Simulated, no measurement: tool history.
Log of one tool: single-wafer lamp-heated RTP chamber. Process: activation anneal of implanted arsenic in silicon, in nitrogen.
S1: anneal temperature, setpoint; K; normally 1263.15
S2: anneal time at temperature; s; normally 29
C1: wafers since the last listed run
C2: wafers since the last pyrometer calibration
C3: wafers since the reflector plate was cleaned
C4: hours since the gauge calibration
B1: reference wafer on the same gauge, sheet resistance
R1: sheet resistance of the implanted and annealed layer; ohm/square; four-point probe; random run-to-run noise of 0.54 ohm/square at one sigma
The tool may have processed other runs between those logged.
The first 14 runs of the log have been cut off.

| run | hour | S1 | S2 | C1 | C2 | C3 | C4 | B1 | R1 |
|---|---|---|---|---|---|---|---|---|---|
|  | 1173.2 | reflector plate cleaned |
| 15 | 1224.4 | 1263.15 | 29 | 1011 | 1603 | 612 | 330.9 | 163.05 | 150.14 |
| 16 | 1330.4 | 1263.15 | 29 | 1268 | 2872 | 1881 | 436.9 | 162.99 | 149.34 |
| 17 | 1426.7 | 1283.15 | 42 | 1152 | 4025 | 3034 | 533.2 | 162.94 | 132.96 |
| 18 | 1474.2 | 1263.15 | 29 | 568 | 4593 | 3602 | 580.7 | 163 | 148.8 |
| 19 | 1536 | 1263.15 | 29 | 739 | 5333 | 4342 | 642.5 | 162.88 | 146.8 |
|  | 1552.5 | pyrometer window cleaned and pyrometer calibrated |
| 20 | 1591.3 | 1251.15 | 16 | 566 | 464 | 4908 | 697.8 | 162.84 | 164.14 |
| 21 | 1637.6 | 1236.15 | 17 | 554 | 1018 | 5463 | 744.1 | 163.21 | 169.94 |
|  | 1703.6 | reflector plate cleaned |
| 22 | 1711.6 | 1263.15 | 29 | 790 | 1808 | 95 | 818.1 | 162.93 | 149.68 |
| 23 | 1772.7 | 1263.15 | 29 | 731 | 2540 | 827 | 879.2 | 163 | 149.56 |
| 24 | 1986.7 | 1274.15 | 17 | 2561 | 5102 | 3388 | 1093.2 | 162.79 | 151.37 |
|  | 2076.1 | pyrometer window cleaned and pyrometer calibrated |
| 25 | 2094.5 | 1292.15 | 29 | 1194 | 220 | 4583 | 1201 | 163.1 | 134.28 |
| 26 | 2169.5 | 1284.15 | 21 | 897 | 1118 | 5481 | 1276 | 163.05 | 142.15 |
|  | 2243.1 | reflector plate cleaned |
| 27 | 2243.6 | 1246.15 | 34 | 791 | 1909 | 5 | 1350.1 | 162.93 | 157.96 |
| 28 | 2341 | 1243.15 | 36 | 1165 | 3075 | 1171 | 1447.5 | 163.11 | 156.51 |
| 29 | 2389.8 | 1274.15 | 45 | 584 | 3659 | 1755 | 1496.3 | 162.93 | 136.49 |
|  | 2450.3 | gauge calibrated |
| 30 | 2470.7 | 1293.15 | 19 | 968 | 4628 | 2724 | 20.4 | 162.99 | 142.17 |
| 31 | 2567.3 | 1291.15 | 17 | 1156 | 5784 | 3880 | 117 | 163.14 | 144.45 |
|  | 2627.1 | pyrometer window cleaned and pyrometer calibrated |
| 32 | 2639.8 | 1263.15 | 42 | 772 | 151 | 4652 | 189.5 | 163.24 | 140.57 |
| 33 | 2687.1 | 1239.15 | 35 | 566 | 718 | 5219 | 236.8 | 163.1 | 157.31 |

Here are 5 independent what-if runs from the current tool condition. What would each one return?
| A | 2687.5 | 1263.15 | 43 | 4 | 722 | 5223 | 237.2 | ? | ? |
| B | 2687.5 | 1250.15 | 40 | 4 | 722 | 5223 | 237.2 | ? | ? |
| C | 2687.5 | 1291.15 | 29 | 4 | 722 | 5223 | 237.2 | ? | ? |
| D | 2687.5 | 1255.15 | 16 | 4 | 722 | 5223 | 237.2 | ? | ? |
| E | 2687.5 | 1278.15 | 21 | 4 | 722 | 5223 | 237.2 | ? | ? |

| run | B1 | R1 |
|---|---|---|
| A | 163.1 | 139.98 |
| B | 163.1 | 147.93 |
| C | 163.1 | 134.47 |
| D | 163.1 | 160.64 |
| E | 163.1 | 144.91 |
With the hidden condition removed and each run's random variation left untouched, the same runs would have given:
| run | R1 |
|---|---|
| A | 143.46 |
| B | 151.8 |
| C | 137.11 |
| D | 164.12 |
| E | 148.23 |

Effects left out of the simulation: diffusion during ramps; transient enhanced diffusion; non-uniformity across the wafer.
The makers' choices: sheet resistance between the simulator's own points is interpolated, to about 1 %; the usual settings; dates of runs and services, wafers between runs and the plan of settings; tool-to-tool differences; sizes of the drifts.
